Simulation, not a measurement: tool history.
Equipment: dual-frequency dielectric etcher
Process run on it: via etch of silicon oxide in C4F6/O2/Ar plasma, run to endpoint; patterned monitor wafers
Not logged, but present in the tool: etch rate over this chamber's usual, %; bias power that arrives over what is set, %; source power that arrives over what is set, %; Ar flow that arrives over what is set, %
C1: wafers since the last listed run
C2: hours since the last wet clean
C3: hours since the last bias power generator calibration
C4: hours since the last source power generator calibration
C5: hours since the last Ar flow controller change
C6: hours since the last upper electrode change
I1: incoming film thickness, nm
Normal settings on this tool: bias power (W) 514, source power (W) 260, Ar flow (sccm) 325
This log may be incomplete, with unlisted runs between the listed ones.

Run 1, hour 0: usual settings but source power (W) 280, Ar flow (sccm) 355; C1 0; C2 560.5; C3 282.5; C4 1967.4; C5 332.7; C6 2354.1; I1 156.4. Result: endpoint time (s) 40.7.
At hour 73.5: wet clean of the chamber.
Run 2, hour 74: usual settings; C1 606; C2 0.5; C3 356.5; C4 2041.4; C5 406.7; C6 2428.1; I1 155.8. Result: endpoint time (s) 41.
Run 3, hour 164.9: usual settings; C1 1103; C2 91.4; C3 447.4; C4 2132.3; C5 497.6; C6 2519; I1 155.7. Result: endpoint time (s) 41.
Run 4, hour 229.4: usual settings; C1 782; C2 155.9; C3 511.9; C4 2196.8; C5 562.1; C6 2583.5; I1 156.1. Result: endpoint time (s) 41.3.
Run 5, hour 288.5: usual settings but bias power (W) 422, source power (W) 290; C1 717; C2 215; C3 571; C4 2255.9; C5 621.2; C6 2642.6; I1 154.9. Result: endpoint time (s) 41.8.
At hour 332.7: source power generator calibrated.
Run 6, hour 352.4: usual settings; C1 726; C2 278.9; C3 634.9; C4 19.7; C5 685.1; C6 2706.5; I1 156.9. Result: endpoint time (s) 42.7.
Run 7, hour 429.2: usual settings but bias power (W) 428, source power (W) 210; C1 931; C2 355.7; C3 711.7; C4 96.5; C5 761.9; C6 2783.3; I1 155.1. Result: endpoint time (s) 50.9.
At hour 518.5: upper electrode replaced.
Run 8, hour 519: usual settings but bias power (W) 612, source power (W) 300, Ar flow (sccm) 349; C1 798; C2 445.5; C3 801.5; C4 186.3; C5 851.7; C6 0.5; I1 155.3. Result: endpoint time (s) 36.9.
Run 9, hour 604: usual settings but bias power (W) 447, source power (W) 310, Ar flow (sccm) 369; C1 1031; C2 530.5; C3 886.5; C4 271.3; C5 936.7; C6 85.5; I1 155.6. Result: endpoint time (s) 41.4.
At hour 685.8: wet clean of the chamber.
Run 10, hour 686.3: usual settings but bias power (W) 639, source power (W) 230; C1 707; C2 0.5; C3 968.8; C4 353.6; C5 1019; C6 167.8; I1 155.7. Result: endpoint time (s) 40.8.
Run 11, hour 707.4: usual settings; C1 256; C2 21.6; C3 989.9; C4 374.7; C5 1040.1; C6 188.9; I1 156.2. Result: endpoint time (s) 41.7.
Run 12, hour 770.8: usual settings but Ar flow (sccm) 382; C1 769; C2 85; C3 1053.3; C4 438.1; C5 1103.5; C6 252.3; I1 155.3. Result: endpoint time (s) 42.7.
Run 13, hour 826.6: usual settings but Ar flow (sccm) 355; C1 677; C2 140.8; C3 1109.1; C4 493.9; C5 1159.3; C6 308.1; I1 155.9. Result: endpoint time (s) 42.4.
Run 14, hour 917.6: usual settings but bias power (W) 584, source power (W) 280, Ar flow (sccm) 286; C1 1104; C2 231.8; C3 1200.1; C4 584.9; C5 1250.3; C6 399.1; I1 157. Result: endpoint time (s) 37.8.
Run 15, hour 1018.1: usual settings but bias power (W) 639; C1 1219; C2 332.3; C3 1300.6; C4 685.4; C5 1350.8; C6 499.6; I1 157.6. Result: endpoint time (s) 38.8.
Run 16, hour 1084.7: usual settings but bias power (W) 408, source power (W) 320, Ar flow (sccm) 258; C1 808; C2 398.9; C3 1367.2; C4 752; C5 1417.4; C6 566.2; I1 156.6. Result: endpoint time (s) 40.3.
Run 17, hour 1143.2: usual settings but source power (W) 320; C1 709; C2 457.4; C3 1425.7; C4 810.5; C5 1475.9; C6 624.7; I1 155.1. Result: endpoint time (s) 37.7.
Run 18, hour 1258.6: usual settings but Ar flow (sccm) 362; C1 1400; C2 572.8; C3 1541.1; C4 925.9; C5 1591.3; C6 740.1; I1 156.2. Result: endpoint time (s) 43.
At hour 1288.7: wet clean of the chamber.
At hour 1314: bias power generator calibrated.
Run 19, hour 1354.2: usual settings but bias power (W) 604; C1 820; C2 65.5; C3 40.2; C4 1021.5; C5 1686.9; C6 835.7; I1 155.4. Result: endpoint time (s) 38.8.
At hour 1405.6: Ar flow controller replaced.
Run 20, hour 1461.3: usual settings but bias power (W) 589, Ar flow (sccm) 263; C1 1226; C2 172.6; C3 147.3; C4 1128.6; C5 55.7; C6 942.8; I1 155.8. Result: endpoint time (s) 38.1.
Run 21, hour 1504.9: usual settings but source power (W) 310, Ar flow (sccm) 353; C1 529; C2 216.2; C3 190.9; C4 1172.2; C5 99.3; C6 986.4; I1 155.2. Result: endpoint time (s) 38.4.
Run 22, hour 1578: usual settings; C1 887; C2 289.3; C3 264; C4 1245.3; C5 172.4; C6 1059.5; I1 156.7. Result: endpoint time (s) 42.1.
Run 23, hour 1641.7: usual settings; C1 772; C2 353; C3 327.7; C4 1309; C5 236.1; C6 1123.2; I1 155.2. Result: endpoint time (s) 41.5.
Run 24, hour 1690.9: usual settings but source power (W) 280, Ar flow (sccm) 355; C1 597; C2 402.2; C3 376.9; C4 1358.2; C5 285.3; C6 1172.4; I1 155.3. Result: endpoint time (s) 40.5.
Run 25, hour 1782.5: usual settings but bias power (W) 554, Ar flow (sccm) 245; C1 1111; C2 493.8; C3 468.5; C4 1449.8; C5 376.9; C6 1264; I1 155.6. Result: endpoint time (s) 39.
Run 26, hour 1848.5: usual settings but bias power (W) 387, source power (W) 290, Ar flow (sccm) 272; C1 800; C2 559.8; C3 534.5; C4 1515.8; C5 442.9; C6 1330; I1 155.6. Result: endpoint time (s) 43.2.
Run 27, hour 1942.4: usual settings but bias power (W) 419, source power (W) 210, Ar flow (sccm) 392; C1 1139; C2 653.7; C3 628.4; C4 1609.7; C5 536.8; C6 1423.9; I1 155.5. Result: endpoint time (s) 52.3.
At hour 2062.6: wet clean of the chamber.
Run 28, hour 2093.8: usual settings but bias power (W) 394, Ar flow (sccm) 385; C1 1545; C2 31.2; C3 779.8; C4 1761.1; C5 688.2; C6 1575.3; I1 154.8. Result: endpoint time (s) 46.3.
Run 29, hour 2185.4: usual settings; C1 1111; C2 122.8; C3 871.4; C4 1852.7; C5 779.8; C6 1666.9; I1 155.4. Result: endpoint time (s) 41.3.

Consider 4 possible next runs. They are alternatives, not a sequence: every one starts from the tool as it was left by run 29. What does each give?
Run A, hour 2185.8: usual settings but bias power (W) 581; C1 4; C2 123.2; C3 871.8; C4 1853.1; C5 780.2; C6 1667.3; I1 156.4. Result: endpoint time (s) ?.
Run B, hour 2185.8: usual settings but bias power (W) 406, source power (W) 200, Ar flow (sccm) 356; C1 4; C2 123.2; C3 871.8; C4 1853.1; C5 780.2; C6 1667.3; I1 156.4. Result: endpoint time (s) ?.
Run C, hour 2185.8: usual settings but bias power (W) 632, source power (W) 210, Ar flow (sccm) 279; C1 4; C2 123.2; C3 871.8; C4 1853.1; C5 780.2; C6 1667.3; I1 156.4. Result: endpoint time (s) ?.
Run D, hour 2185.8: usual settings but bias power (W) 466, source power (W) 300, Ar flow (sccm) 406; C1 4; C2 123.2; C3 871.8; C4 1853.1; C5 780.2; C6 1667.3; I1 156.4. Result: endpoint time (s) ?.

run  endpoint time (s)
  A               39.5
  B               53.4
  C               42.1
  D               41.3
Without the tool's unlogged condition, the same runs would have read:
run  endpoint time (s)
  A               40.1
  B               54.2
  C               42.7
  D               41.9
